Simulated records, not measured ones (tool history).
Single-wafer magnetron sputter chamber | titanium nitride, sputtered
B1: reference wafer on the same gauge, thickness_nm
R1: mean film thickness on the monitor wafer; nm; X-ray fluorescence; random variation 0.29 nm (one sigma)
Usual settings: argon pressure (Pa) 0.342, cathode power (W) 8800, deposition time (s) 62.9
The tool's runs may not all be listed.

{"run": 1, "day": 0.0, "argon pressure (Pa)": 0.342, "cathode power (W)": 8800, "deposition time (s)": 62.9, "B1": 122.034, "R1": 105.415}
{"run": 2, "day": 0.35, "argon pressure (Pa)": 0.342, "cathode power (W)": 8800, "deposition time (s)": 62.9, "B1": 121.999, "R1": 105.032}
{"run": 3, "day": 0.871, "argon pressure (Pa)": 0.342, "cathode power (W)": 9600, "deposition time (s)": 62.9, "B1": 121.977, "R1": 115.226}
{"run": 4, "day": 2.254, "argon pressure (Pa)": 0.342, "cathode power (W)": 9600, "deposition time (s)": 62.9, "B1": 122.045, "R1": 114.967}
{"run": 5, "day": 2.758, "argon pressure (Pa)": 0.342, "cathode power (W)": 8800, "deposition time (s)": 62.9, "B1": 121.989, "R1": 105.914}
{"run": 6, "day": 3.175, "argon pressure (Pa)": 0.342, "cathode power (W)": 8800, "deposition time (s)": 62.9, "B1": 121.964, "R1": 105.528}
{"run": 7, "day": 3.467, "argon pressure (Pa)": 0.342, "cathode power (W)": 8800, "deposition time (s)": 62.9, "B1": 121.99, "R1": 105.644}
{"run": 8, "day": 4.071, "argon pressure (Pa)": 0.342, "cathode power (W)": 8800, "deposition time (s)": 62.9, "B1": 121.99, "R1": 105.841}
{"day": 4.688, "done": "capacitance manometer re-zeroed and calibrated"}
{"run": 9, "day": 4.708, "argon pressure (Pa)": 0.342, "cathode power (W)": 8800, "deposition time (s)": 62.9, "B1": 121.953, "R1": 105.68}
{"day": 5.258, "done": "sputter target and shields replaced"}
{"run": 10, "day": 5.279, "argon pressure (Pa)": 0.342, "cathode power (W)": 8800, "deposition time (s)": 62.9, "B1": 122.08, "R1": 105.371}
{"run": 11, "day": 5.812, "argon pressure (Pa)": 0.342, "cathode power (W)": 9850, "deposition time (s)": 62.9, "B1": 121.972, "R1": 118.485}
{"run": 12, "day": 7.538, "argon pressure (Pa)": 0.342, "cathode power (W)": 8800, "deposition time (s)": 62.9, "B1": 121.913, "R1": 106.253}
{"run": 13, "day": 7.912, "argon pressure (Pa)": 0.342, "cathode power (W)": 8800, "deposition time (s)": 62.9, "B1": 122.033, "R1": 105.355}
{"run": 14, "day": 8.246, "argon pressure (Pa)": 0.235, "cathode power (W)": 7850, "deposition time (s)": 62.9, "B1": 121.918, "R1": 98.251}
{"day": 8.538, "done": "gauge calibrated"}
{"day": 8.962, "done": "magnet pack replaced"}
{"run": 15, "day": 8.983, "argon pressure (Pa)": 0.238, "cathode power (W)": 8800, "deposition time (s)": 62.9, "B1": 121.976, "R1": 109.1}
{"run": 16, "day": 9.333, "argon pressure (Pa)": 0.342, "cathode power (W)": 8800, "deposition time (s)": 71.2, "B1": 122.069, "R1": 119.63}
{"run": 17, "day": 10.033, "argon pressure (Pa)": 0.394, "cathode power (W)": 8800, "deposition time (s)": 62.9, "B1": 121.913, "R1": 103.195}
{"run": 18, "day": 10.692, "argon pressure (Pa)": 0.342, "cathode power (W)": 8800, "deposition time (s)": 62.9, "B1": 122.117, "R1": 105.605}
{"run": 19, "day": 11.258, "argon pressure (Pa)": 0.246, "cathode power (W)": 10100, "deposition time (s)": 68.8, "B1": 122.082, "R1": 137.424}
{"run": 20, "day": 11.917, "argon pressure (Pa)": 0.342, "cathode power (W)": 8800, "deposition time (s)": 55.8, "B1": 122.035, "R1": 93.692}
{"run": 21, "day": 12.404, "argon pressure (Pa)": 0.402, "cathode power (W)": 10950, "deposition time (s)": 62.9, "B1": 122.026, "R1": 128.531}
{"run": 22, "day": 13.067, "argon pressure (Pa)": 0.342, "cathode power (W)": 8800, "deposition time (s)": 62.9, "B1": 121.929, "R1": 105.528}
{"run": 23, "day": 13.346, "argon pressure (Pa)": 0.342, "cathode power (W)": 10350, "deposition time (s)": 62.9, "B1": 122.002, "R1": 124.391}
{"run": 24, "day": 13.829, "argon pressure (Pa)": 0.245, "cathode power (W)": 8800, "deposition time (s)": 66.7, "B1": 121.902, "R1": 115.298}
{"run": 25, "day": 14.304, "argon pressure (Pa)": 0.456, "cathode power (W)": 7600, "deposition time (s)": 73.9, "B1": 121.998, "R1": 102.703}

Forecast each of these 5 alternatives for the next run:
{"run": "A", "day": 14.321, "argon pressure (Pa)": 0.342, "cathode power (W)": 8800, "deposition time (s)": 62.9, "B1": "?", "R1": "?"}
{"run": "B", "day": 14.321, "argon pressure (Pa)": 0.342, "cathode power (W)": 8800, "deposition time (s)": 57.2, "B1": "?", "R1": "?"}
{"run": "C", "day": 14.321, "argon pressure (Pa)": 0.342, "cathode power (W)": 6750, "deposition time (s)": 56.5, "B1": "?", "R1": "?"}
{"run": "D", "day": 14.321, "argon pressure (Pa)": 0.28, "cathode power (W)": 10850, "deposition time (s)": 68.8, "B1": "?", "R1": "?"}
{"run": "E", "day": 14.321, "argon pressure (Pa)": 0.442, "cathode power (W)": 6700, "deposition time (s)": 51.8, "B1": "?", "R1": "?"}

run=A B1=121.991 R1=105.548
run=B B1=121.991 R1=95.983
run=C B1=121.991 R1=72.722
run=D B1=121.991 R1=145.478
run=E B1=121.991 R1=63.917
Without the tool's hidden state the same runs would have given:
run=A R1=105.548
run=B R1=95.983
run=C R1=72.722
run=D R1=145.478
run=E R1=63.917
